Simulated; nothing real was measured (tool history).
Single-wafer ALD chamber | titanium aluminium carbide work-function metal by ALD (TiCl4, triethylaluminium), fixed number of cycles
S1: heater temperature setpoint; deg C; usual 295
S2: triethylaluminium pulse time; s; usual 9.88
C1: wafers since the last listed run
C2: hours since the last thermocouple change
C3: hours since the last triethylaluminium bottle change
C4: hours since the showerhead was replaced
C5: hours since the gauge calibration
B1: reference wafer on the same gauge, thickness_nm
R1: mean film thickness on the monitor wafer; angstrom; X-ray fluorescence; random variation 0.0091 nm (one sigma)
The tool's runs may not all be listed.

run	hour	S1	S2	C1	C2	C3	C4	C5	B1	R1
1	0.0	304	8.86	0	440.7	922.3	2869.0	792.5	2.070	20.02
2	34.9	304	8.86	411	475.6	957.2	2903.9	827.4	2.072	19.93
3	49.3	304	8.86	169	490.0	971.6	2918.3	841.8	2.070	19.88
4	66.7	301	11.27	205	507.4	989.0	2935.7	859.2	2.069	20.40
5	100.9	295	9.88	403	541.6	1023.2	2969.9	893.4	2.071	19.55
6	134.7	295	9.88	398	575.4	1057.0	3003.7	927.2	2.070	19.84
7	153.4	305	9.88	220	594.1	1075.7	3022.4	945.9	2.070	20.28
# hour 169.8: showerhead replaced
8	185.3	305	9.88	281	626.0	1107.6	15.5	977.8	2.071	20.27
9	219.8	305	9.88	406	660.5	1142.1	50.0	1012.3	2.075	20.16
10	260.9	295	9.88	484	701.6	1183.2	91.1	1053.4	2.068	19.59
# hour 349.6: gauge calibrated
11	363.0	295	9.88	1203	803.7	1285.3	193.2	13.4	2.073	19.47
12	375.5	295	9.88	147	816.2	1297.8	205.7	25.9	2.065	19.41
13	399.8	295	9.88	286	840.5	1322.1	230.0	50.2	2.071	19.36
14	419.0	295	9.88	226	859.7	1341.3	249.2	69.4	2.075	19.21
15	440.2	307	9.88	249	880.9	1362.5	270.4	90.6	2.068	20.08
16	474.2	295	9.88	400	914.9	1396.5	304.4	124.6	2.070	19.37
17	509.7	283	11.99	418	950.4	1432.0	339.9	160.1	2.070	19.22
18	536.1	282	9.88	311	976.8	1458.4	366.3	186.5	2.068	18.23
19	550.9	290	7.41	174	991.6	1473.2	381.1	201.3	2.069	16.92
20	646.7	307	9.88	1129	1087.4	1569.0	476.9	297.1	2.073	19.75
# hour 657.6: triethylaluminium bottle replaced
21	676.5	282	12.35	256	1117.2	18.9	506.7	326.9	2.071	19.44
22	692.0	300	13.19	182	1132.7	34.4	522.2	342.4	2.068	20.97
23	713.2	295	12.00	249	1153.9	55.6	543.4	363.6	2.072	20.55
24	725.3	280	9.88	142	1166.0	67.7	555.5	375.7	2.070	18.84
# hour 745.1: thermocouple changed; heater temperature recalibrated
25	748.3	286	11.76	176	3.2	90.7	578.5	398.7	2.073	19.30
26	769.0	295	13.53	243	23.9	111.4	599.2	419.4	2.071	20.23
27	798.6	295	9.88	348	53.5	141.0	628.8	449.0	2.067	19.66

Run 28 comes next. What will it give?
28	823.1	295	9.88	288	78.0	165.5	653.3	473.5	?	?

Run 28 gave B1 2.068, R1 19.49 angstrom.
Without the tool's hidden state the same run would have given R1 19.45 angstrom.
